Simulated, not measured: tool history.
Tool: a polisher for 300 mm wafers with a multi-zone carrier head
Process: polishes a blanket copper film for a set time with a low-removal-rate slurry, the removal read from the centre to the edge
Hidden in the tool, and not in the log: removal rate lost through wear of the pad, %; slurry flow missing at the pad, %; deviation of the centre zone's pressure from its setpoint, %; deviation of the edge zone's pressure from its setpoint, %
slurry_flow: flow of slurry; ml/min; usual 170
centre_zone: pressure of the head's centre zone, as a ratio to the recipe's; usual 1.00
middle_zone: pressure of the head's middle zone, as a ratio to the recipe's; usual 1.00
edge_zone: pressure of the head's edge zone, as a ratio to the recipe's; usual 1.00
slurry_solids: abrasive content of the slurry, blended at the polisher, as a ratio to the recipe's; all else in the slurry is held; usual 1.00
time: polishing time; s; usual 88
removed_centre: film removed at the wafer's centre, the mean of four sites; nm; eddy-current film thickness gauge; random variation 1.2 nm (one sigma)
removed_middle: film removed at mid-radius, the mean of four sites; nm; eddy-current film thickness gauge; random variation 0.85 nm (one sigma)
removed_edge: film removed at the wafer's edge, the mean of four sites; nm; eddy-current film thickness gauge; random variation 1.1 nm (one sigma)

| run | day | slurry_flow | centre_zone | middle_zone | edge_zone | slurry_solids | time | wafers since the last listed run | wafers polished on this pad | hours since the slurry nozzle was cleaned | hours since the centre zone pressure was calibrated | hours since the edge zone pressure was calibrated | hours since the carrier head's membrane was replaced | incoming thickness of the incoming film, nm | removed_centre | removed_middle | removed_edge |
|---|---|---|---|---|---|---|---|---|---|---|---|---|---|---|---|---|---|
| 1 | 0.000 | 170 | 1.00 | 1.00 | 1.00 | 0.85 | 88 | 0 | 1264 | 217.3 | 1093.4 | 183.1 | 258.1 | 1230.3 | 92.1 | 91.5 | 91.0 |
|  | 0.996 | worn pad replaced by a new one |
| 2 | 1.738 | 170 | 1.00 | 1.00 | 1.00 | 0.85 | 88 | 492 | 232 | 259.0 | 1135.1 | 224.8 | 299.8 | 1204.5 | 102.1 | 101.1 | 101.5 |
| 3 | 3.138 | 170 | 1.00 | 1.00 | 1.00 | 0.85 | 88 | 438 | 671 | 292.6 | 1168.7 | 258.4 | 333.4 | 1235.5 | 97.7 | 97.5 | 98.1 |
|  | 5.562 | worn pad replaced by a new one, of another model than before |
| 4 | 5.754 | 170 | 1.00 | 1.00 | 1.00 | 1.00 | 88 | 767 | 60 | 355.4 | 1231.5 | 321.2 | 396.2 | 1216.6 | 108.0 | 108.5 | 108.8 |
| 5 | 7.258 | 170 | 1.00 | 1.00 | 1.00 | 1.00 | 88 | 471 | 531 | 391.5 | 1267.6 | 357.3 | 432.3 | 1221.5 | 104.5 | 102.5 | 106.5 |
|  | 8.471 | centre zone pressure recalibrated |
| 6 | 8.675 | 170 | 1.00 | 1.00 | 1.00 | 1.00 | 88 | 417 | 949 | 425.5 | 4.9 | 391.3 | 466.3 | 1238.7 | 100.2 | 100.0 | 99.4 |
|  | 9.767 | worn pad replaced by a new one |
| 7 | 9.788 | 170 | 1.00 | 1.00 | 1.00 | 1.00 | 88 | 296 | 6 | 452.2 | 31.6 | 418.0 | 493.0 | 1225.7 | 107.7 | 108.4 | 106.6 |
|  | 10.138 | edge zone pressure recalibrated |
| 8 | 11.196 | 170 | 1.00 | 1.00 | 1.00 | 1.00 | 88 | 415 | 421 | 486.0 | 65.4 | 25.4 | 526.8 | 1207.1 | 103.9 | 103.9 | 103.1 |
| 9 | 13.779 | 170 | 0.91 | 1.00 | 1.00 | 1.00 | 64 | 809 | 1231 | 548.0 | 127.4 | 87.4 | 588.8 | 1229.0 | 63.2 | 70.2 | 70.8 |
| 10 | 14.821 | 115 | 1.00 | 0.91 | 0.94 | 1.10 | 88 | 326 | 1557 | 573.0 | 152.4 | 112.4 | 613.8 | 1213.8 | 73.6 | 70.0 | 79.4 |
|  | 15.067 | worn pad replaced by a new one |
|  | 15.346 | slurry nozzle cleaned |
|  | 17.358 | carrier head's membrane replaced by a new one |
| 11 | 17.621 | 185 | 0.96 | 1.00 | 1.00 | 1.00 | 88 | 746 | 721 | 54.6 | 219.6 | 179.6 | 6.3 | 1202.9 | 101.4 | 105.4 | 105.4 |
| 12 | 19.367 | 170 | 1.00 | 1.00 | 1.00 | 1.20 | 64 | 547 | 1268 | 96.5 | 261.5 | 221.5 | 48.2 | 1219.5 | 74.7 | 75.1 | 74.2 |
|  | 19.542 | worn pad replaced by a new one |
| 13 | 20.983 | 225 | 1.00 | 1.00 | 1.00 | 1.00 | 88 | 454 | 452 | 135.3 | 300.3 | 260.3 | 87.0 | 1201.5 | 111.7 | 110.1 | 109.0 |
| 14 | 22.129 | 115 | 1.00 | 0.92 | 1.00 | 0.75 | 67 | 359 | 811 | 162.8 | 327.8 | 287.8 | 114.5 | 1205.1 | 54.1 | 51.6 | 58.8 |
| 15 | 23.233 | 170 | 1.00 | 1.00 | 1.11 | 1.00 | 88 | 346 | 1157 | 189.3 | 354.3 | 314.3 | 141.0 | 1206.5 | 97.5 | 97.4 | 101.3 |

Forecast each of these 5 alternatives for the next run:
| A | 23.250 | 170 | 1.00 | 1.00 | 1.00 | 1.00 | 60 | 5 | 1162 | 189.7 | 354.7 | 314.7 | 141.4 | 1213.7 | ? | ? | ? |
| B | 23.250 | 120 | 1.00 | 1.10 | 0.97 | 1.00 | 102 | 5 | 1162 | 189.7 | 354.7 | 314.7 | 141.4 | 1213.7 | ? | ? | ? |
| C | 23.250 | 170 | 0.93 | 1.00 | 0.90 | 1.00 | 66 | 5 | 1162 | 189.7 | 354.7 | 314.7 | 141.4 | 1213.7 | ? | ? | ? |
| D | 23.250 | 170 | 1.00 | 0.89 | 1.00 | 1.00 | 88 | 5 | 1162 | 189.7 | 354.7 | 314.7 | 141.4 | 1213.7 | ? | ? | ? |
| E | 23.250 | 170 | 1.00 | 1.00 | 0.88 | 1.00 | 88 | 5 | 1162 | 189.7 | 354.7 | 314.7 | 141.4 | 1213.7 | ? | ? | ? |

| run | removed_centre | removed_middle | removed_edge |
|---|---|---|---|
| A | 66.1 | 66.6 | 65.3 |
| B | 90.7 | 101.8 | 96.1 |
| C | 67.5 | 73.3 | 68.4 |
| D | 96.8 | 88.7 | 95.9 |
| E | 96.9 | 97.8 | 90.2 |
Without the tool's hidden state the same runs would have given:
| run | removed_centre | removed_middle | removed_edge |
|---|---|---|---|
| A | 74.3 | 75.0 | 73.5 |
| B | 102.0 | 114.6 | 108.1 |
| C | 76.0 | 82.5 | 76.9 |
| D | 108.9 | 99.7 | 107.9 |
| E | 109.0 | 110.0 | 101.5 |

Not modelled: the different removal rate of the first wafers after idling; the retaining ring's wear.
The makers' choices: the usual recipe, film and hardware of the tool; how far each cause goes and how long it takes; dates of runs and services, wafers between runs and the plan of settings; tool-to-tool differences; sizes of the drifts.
